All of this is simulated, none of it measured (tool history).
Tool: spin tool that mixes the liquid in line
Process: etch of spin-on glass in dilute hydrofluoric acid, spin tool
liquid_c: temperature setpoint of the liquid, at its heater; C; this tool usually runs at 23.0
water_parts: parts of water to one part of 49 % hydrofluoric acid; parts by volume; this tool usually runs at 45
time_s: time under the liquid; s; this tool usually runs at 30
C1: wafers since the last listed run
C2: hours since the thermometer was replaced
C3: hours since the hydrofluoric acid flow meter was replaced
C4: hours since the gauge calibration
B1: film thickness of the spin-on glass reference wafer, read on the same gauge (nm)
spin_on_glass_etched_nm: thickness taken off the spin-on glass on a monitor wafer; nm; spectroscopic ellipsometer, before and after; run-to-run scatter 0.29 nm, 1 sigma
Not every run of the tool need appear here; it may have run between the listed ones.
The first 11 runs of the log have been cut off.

{"run": 12, "day": 10.971, "liquid_c": 25.0, "water_parts": 45, "time_s": 30, "C1": 280, "C2": 1761.6, "C3": 2055.1, "C4": 938.4, "B1": 109.99, "spin_on_glass_etched_nm": 29.76}
{"day": 11.192, "done": "hydrofluoric acid flow meter replaced"}
{"run": 13, "day": 11.754, "liquid_c": 25.0, "water_parts": 35, "time_s": 30, "C1": 154, "C2": 1780.4, "C3": 13.5, "C4": 957.2, "B1": 109.98, "spin_on_glass_etched_nm": 38.6}
{"run": 14, "day": 12.408, "liquid_c": 19.0, "water_parts": 40, "time_s": 50, "C1": 136, "C2": 1796.1, "C3": 29.2, "C4": 972.9, "B1": 110.0, "spin_on_glass_etched_nm": 42.96}
{"run": 15, "day": 13.329, "liquid_c": 25.0, "water_parts": 40, "time_s": 40, "C1": 192, "C2": 1818.2, "C3": 51.3, "C4": 995.0, "B1": 110.01, "spin_on_glass_etched_nm": 44.01}
{"run": 16, "day": 14.208, "liquid_c": 23.0, "water_parts": 60, "time_s": 30, "C1": 183, "C2": 1839.3, "C3": 72.4, "C4": 1016.1, "B1": 109.99, "spin_on_glass_etched_nm": 19.89}
{"day": 14.746, "done": "gauge calibrated"}
{"run": 17, "day": 15.188, "liquid_c": 23.0, "water_parts": 45, "time_s": 30, "C1": 204, "C2": 1862.8, "C3": 95.9, "C4": 10.6, "B1": 110.0, "spin_on_glass_etched_nm": 26.83}
{"run": 18, "day": 16.338, "liquid_c": 20.5, "water_parts": 45, "time_s": 20, "C1": 240, "C2": 1890.4, "C3": 123.5, "C4": 38.2, "B1": 110.0, "spin_on_glass_etched_nm": 16.38}
{"run": 19, "day": 17.15, "liquid_c": 23.0, "water_parts": 45, "time_s": 25, "C1": 169, "C2": 1909.9, "C3": 143.0, "C4": 57.7, "B1": 109.99, "spin_on_glass_etched_nm": 22.1}
{"run": 20, "day": 18.179, "liquid_c": 18.5, "water_parts": 35, "time_s": 30, "C1": 214, "C2": 1934.6, "C3": 167.7, "C4": 82.4, "B1": 110.0, "spin_on_glass_etched_nm": 28.48}
{"day": 18.521, "done": "thermometer replaced"}
{"run": 21, "day": 22.012, "liquid_c": 25.5, "water_parts": 35, "time_s": 30, "C1": 792, "C2": 83.8, "C3": 259.7, "C4": 174.4, "B1": 109.99, "spin_on_glass_etched_nm": 42.95}
{"run": 22, "day": 23.112, "liquid_c": 23.0, "water_parts": 45, "time_s": 30, "C1": 229, "C2": 110.2, "C3": 286.1, "C4": 200.8, "B1": 110.01, "spin_on_glass_etched_nm": 29.97}
{"run": 23, "day": 24.154, "liquid_c": 27.5, "water_parts": 45, "time_s": 20, "C1": 217, "C2": 135.2, "C3": 311.1, "C4": 225.8, "B1": 109.99, "spin_on_glass_etched_nm": 23.84}
{"run": 24, "day": 24.875, "liquid_c": 19.0, "water_parts": 30, "time_s": 40, "C1": 150, "C2": 152.5, "C3": 328.4, "C4": 243.1, "B1": 110.0, "spin_on_glass_etched_nm": 51.2}
{"run": 25, "day": 25.821, "liquid_c": 25.5, "water_parts": 35, "time_s": 45, "C1": 197, "C2": 175.2, "C3": 351.1, "C4": 265.8, "B1": 109.99, "spin_on_glass_etched_nm": 63.65}
{"run": 26, "day": 26.35, "liquid_c": 19.0, "water_parts": 50, "time_s": 45, "C1": 110, "C2": 187.9, "C3": 363.8, "C4": 278.5, "B1": 110.01, "spin_on_glass_etched_nm": 33.61}
{"run": 27, "day": 26.858, "liquid_c": 23.0, "water_parts": 45, "time_s": 30, "C1": 106, "C2": 200.1, "C3": 376.0, "C4": 290.7, "B1": 109.99, "spin_on_glass_etched_nm": 29.43}
{"run": 28, "day": 27.717, "liquid_c": 23.0, "water_parts": 25, "time_s": 30, "C1": 179, "C2": 220.7, "C3": 396.6, "C4": 311.3, "B1": 109.99, "spin_on_glass_etched_nm": 54.67}
{"run": 29, "day": 28.438, "liquid_c": 23.0, "water_parts": 30, "time_s": 30, "C1": 150, "C2": 238.0, "C3": 413.9, "C4": 328.6, "B1": 109.99, "spin_on_glass_etched_nm": 45.2}
{"run": 30, "day": 29.917, "liquid_c": 25.5, "water_parts": 50, "time_s": 40, "C1": 308, "C2": 273.5, "C3": 449.4, "C4": 364.1, "B1": 110.01, "spin_on_glass_etched_nm": 38.91}
{"run": 31, "day": 30.7, "liquid_c": 21.5, "water_parts": 45, "time_s": 30, "C1": 163, "C2": 292.3, "C3": 468.2, "C4": 382.9, "B1": 110.01, "spin_on_glass_etched_nm": 27.83}
{"run": 32, "day": 31.221, "liquid_c": 23.0, "water_parts": 45, "time_s": 30, "C1": 108, "C2": 304.8, "C3": 480.7, "C4": 395.4, "B1": 109.99, "spin_on_glass_etched_nm": 28.99}
{"run": 33, "day": 32.45, "liquid_c": 23.0, "water_parts": 35, "time_s": 25, "C1": 256, "C2": 334.3, "C3": 510.2, "C4": 424.9, "B1": 110.0, "spin_on_glass_etched_nm": 32.44}

5 options for the next run, each taken on its own from the tool as it stands now. Forecast them:
{"run": "A", "day": 32.467, "liquid_c": 23.0, "water_parts": 45, "time_s": 50, "C1": 3, "C2": 334.7, "C3": 510.6, "C4": 425.3, "B1": "?", "spin_on_glass_etched_nm": "?"}
{"run": "B", "day": 32.467, "liquid_c": 20.5, "water_parts": 55, "time_s": 30, "C1": 3, "C2": 334.7, "C3": 510.6, "C4": 425.3, "B1": "?", "spin_on_glass_etched_nm": "?"}
{"run": "C", "day": 32.467, "liquid_c": 27.0, "water_parts": 45, "time_s": 45, "C1": 3, "C2": 334.7, "C3": 510.6, "C4": 425.3, "B1": "?", "spin_on_glass_etched_nm": "?"}
{"run": "D", "day": 32.467, "liquid_c": 25.5, "water_parts": 45, "time_s": 30, "C1": 3, "C2": 334.7, "C3": 510.6, "C4": 425.3, "B1": "?", "spin_on_glass_etched_nm": "?"}
{"run": "E", "day": 32.467, "liquid_c": 20.5, "water_parts": 30, "time_s": 45, "C1": 3, "C2": 334.7, "C3": 510.6, "C4": 425.3, "B1": "?", "spin_on_glass_etched_nm": "?"}

run=A B1=110.01 spin_on_glass_etched_nm=49.50
run=B B1=110.01 spin_on_glass_etched_nm=21.61
run=C B1=110.01 spin_on_glass_etched_nm=52.52
run=D B1=110.01 spin_on_glass_etched_nm=32.94
run=E B1=110.01 spin_on_glass_etched_nm=61.24
The same runs, with their run-to-run variation unchanged, on a tool lacking any hidden condition would have given:
run=A spin_on_glass_etched_nm=50.46
run=B spin_on_glass_etched_nm=22.03
run=C spin_on_glass_etched_nm=53.51
run=D spin_on_glass_etched_nm=33.56
run=E spin_on_glass_etched_nm=62.46
